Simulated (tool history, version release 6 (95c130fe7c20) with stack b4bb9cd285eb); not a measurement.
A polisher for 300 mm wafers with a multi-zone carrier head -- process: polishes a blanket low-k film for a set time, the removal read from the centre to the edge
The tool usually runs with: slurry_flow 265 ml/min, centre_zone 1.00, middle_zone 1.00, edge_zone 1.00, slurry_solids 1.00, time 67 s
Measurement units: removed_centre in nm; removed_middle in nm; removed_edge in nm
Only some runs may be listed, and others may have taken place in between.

| run | hour | slurry_flow | centre_zone | middle_zone | edge_zone | slurry_solids | time | wafers since the last listed run | wafers polished on this pad | hours since the slurry nozzle was cleaned | hours since the centre zone pressure was calibrated | hours since the edge zone pressure was calibrated | hours since the carrier head's membrane was replaced | incoming thickness of the incoming film, nm | removed_centre | removed_middle | removed_edge |
|---|---|---|---|---|---|---|---|---|---|---|---|---|---|---|---|---|---|
| 1 | 0.0 | 265 | 1.00 | 0.96 | 1.05 | 1.00 | 67 | 0 | 866 | 220.1 | 683.4 | 1433.4 | 1478.4 | 645.1 | 25.9 | 25.2 | 25.8 |
| 2 | 9.3 | 265 | 1.00 | 1.00 | 1.00 | 1.00 | 67 | 115 | 982 | 229.4 | 692.7 | 1442.7 | 1487.7 | 648.9 | 25.2 | 26.2 | 25.5 |
| 3 | 15.9 | 265 | 1.00 | 1.00 | 1.00 | 1.00 | 67 | 82 | 1064 | 236.0 | 699.3 | 1449.3 | 1494.3 | 658.4 | 25.0 | 25.9 | 25.8 |
| 4 | 27.8 | 265 | 1.00 | 1.00 | 1.00 | 1.00 | 67 | 147 | 1212 | 247.9 | 711.2 | 1461.2 | 1506.2 | 653.9 | 25.2 | 25.8 | 25.6 |
|  | 39.5 | worn pad replaced by a new one |
| 5 | 44.1 | 265 | 1.00 | 1.00 | 1.00 | 1.00 | 54 | 152 | 57 | 264.2 | 727.5 | 1477.5 | 1522.5 | 660.2 | 20.6 | 20.6 | 20.7 |
| 6 | 54.9 | 265 | 1.00 | 1.00 | 1.00 | 1.00 | 67 | 134 | 191 | 275.0 | 738.3 | 1488.3 | 1533.3 | 640.6 | 25.2 | 25.9 | 25.9 |
| 7 | 67.0 | 265 | 1.00 | 1.00 | 1.00 | 1.00 | 67 | 150 | 341 | 287.1 | 750.4 | 1500.4 | 1545.4 | 653.1 | 25.8 | 25.6 | 25.5 |
| 8 | 84.6 | 265 | 1.03 | 1.00 | 1.00 | 1.00 | 67 | 218 | 560 | 304.7 | 768.0 | 1518.0 | 1563.0 | 652.9 | 25.5 | 26.0 | 25.7 |
| 9 | 95.0 | 265 | 1.03 | 1.00 | 1.00 | 1.00 | 67 | 129 | 690 | 315.1 | 778.4 | 1528.4 | 1573.4 | 652.5 | 26.1 | 26.0 | 25.6 |
|  | 98.2 | edge zone pressure recalibrated |
| 10 | 105.6 | 265 | 1.00 | 1.00 | 1.00 | 1.00 | 67 | 106 | 797 | 325.7 | 789.0 | 7.4 | 1584.0 | 657.1 | 25.7 | 26.0 | 25.4 |
| 11 | 112.5 | 265 | 1.00 | 1.00 | 1.00 | 1.25 | 73 | 85 | 882 | 332.6 | 795.9 | 14.3 | 1590.9 | 636.7 | 30.1 | 30.7 | 29.8 |
| 12 | 120.9 | 265 | 1.00 | 1.00 | 0.92 | 1.00 | 67 | 104 | 987 | 341.0 | 804.3 | 22.7 | 1599.3 | 648.8 | 25.7 | 25.6 | 24.8 |
|  | 132.6 | worn pad replaced by a new one |
|  | 134.1 | carrier head's membrane replaced by a new one |
| 13 | 134.6 | 265 | 1.00 | 0.96 | 1.05 | 1.00 | 67 | 102 | 6 | 354.7 | 818.0 | 36.4 | 0.5 | 643.7 | 25.5 | 25.2 | 25.9 |
| 14 | 142.9 | 265 | 0.88 | 1.00 | 1.00 | 0.80 | 55 | 103 | 109 | 363.0 | 826.3 | 44.7 | 8.8 | 652.3 | 16.4 | 19.7 | 18.9 |
| 15 | 153.3 | 180 | 1.00 | 1.00 | 1.00 | 1.00 | 67 | 129 | 238 | 373.4 | 836.7 | 55.1 | 19.2 | 653.3 | 24.9 | 24.5 | 24.6 |
|  | 164.4 | centre zone pressure recalibrated |
| 16 | 169.9 | 200 | 1.08 | 1.00 | 1.00 | 1.00 | 67 | 181 | 420 | 390.0 | 5.5 | 71.7 | 35.8 | 659.0 | 26.2 | 25.3 | 25.1 |
| 17 | 186.4 | 265 | 0.89 | 0.97 | 1.00 | 1.00 | 67 | 205 | 625 | 406.5 | 22.0 | 88.2 | 52.3 | 652.0 | 23.2 | 25.2 | 25.5 |
|  | 188.1 | slurry nozzle cleaned |
| 18 | 192.5 | 265 | 1.00 | 1.00 | 1.00 | 1.00 | 67 | 63 | 688 | 4.4 | 28.1 | 94.3 | 58.4 | 637.5 | 25.0 | 25.4 | 25.7 |
| 19 | 201.7 | 265 | 1.00 | 1.00 | 1.00 | 1.00 | 83 | 114 | 803 | 13.6 | 37.3 | 103.5 | 67.6 | 643.9 | 31.2 | 31.5 | 31.6 |
| 20 | 231.0 | 345 | 1.00 | 1.00 | 0.94 | 1.00 | 67 | 364 | 1167 | 42.9 | 66.6 | 132.8 | 96.9 | 656.1 | 26.0 | 25.8 | 25.4 |
| 21 | 245.3 | 220 | 1.00 | 1.00 | 1.00 | 1.00 | 67 | 177 | 1345 | 57.2 | 80.9 | 147.1 | 111.2 | 646.3 | 25.1 | 25.4 | 25.4 |
|  | 254.6 | worn pad replaced by a new one |
| 22 | 255.1 | 265 | 1.00 | 1.00 | 0.93 | 1.10 | 67 | 72 | 6 | 67.0 | 90.7 | 156.9 | 121.0 | 655.0 | 27.0 | 26.9 | 25.8 |

What if the next run were any one of these 4? Each begins from the tool's condition after run 22:
| A | 255.5 | 265 | 1.00 | 1.00 | 1.00 | 1.00 | 67 | 4 | 11 | 67.4 | 91.1 | 157.3 | 121.4 | 652.1 | ? | ? | ? |
| B | 255.5 | 265 | 1.00 | 1.04 | 1.00 | 1.00 | 67 | 4 | 11 | 67.4 | 91.1 | 157.3 | 121.4 | 652.1 | ? | ? | ? |
| C | 255.5 | 265 | 1.00 | 1.00 | 1.00 | 0.80 | 81 | 4 | 11 | 67.4 | 91.1 | 157.3 | 121.4 | 652.1 | ? | ? | ? |
| D | 255.5 | 265 | 1.05 | 1.00 | 0.95 | 0.90 | 50 | 4 | 11 | 67.4 | 91.1 | 157.3 | 121.4 | 652.1 | ? | ? | ? |

| run | removed_centre | removed_middle | removed_edge |
|---|---|---|---|
| A | 25.3 | 25.8 | 26.0 |
| B | 25.3 | 26.6 | 25.9 |
| C | 27.9 | 28.4 | 28.6 |
| D | 19.0 | 18.4 | 18.2 |
The same runs, with their run-to-run variation unchanged, on a tool lacking any hidden condition would have given:
| run | removed_centre | removed_middle | removed_edge |
|---|---|---|---|
| A | 25.3 | 25.8 | 26.0 |
| B | 25.3 | 26.6 | 25.9 |
| C | 27.9 | 28.4 | 28.6 |
| D | 19.0 | 18.4 | 18.2 |
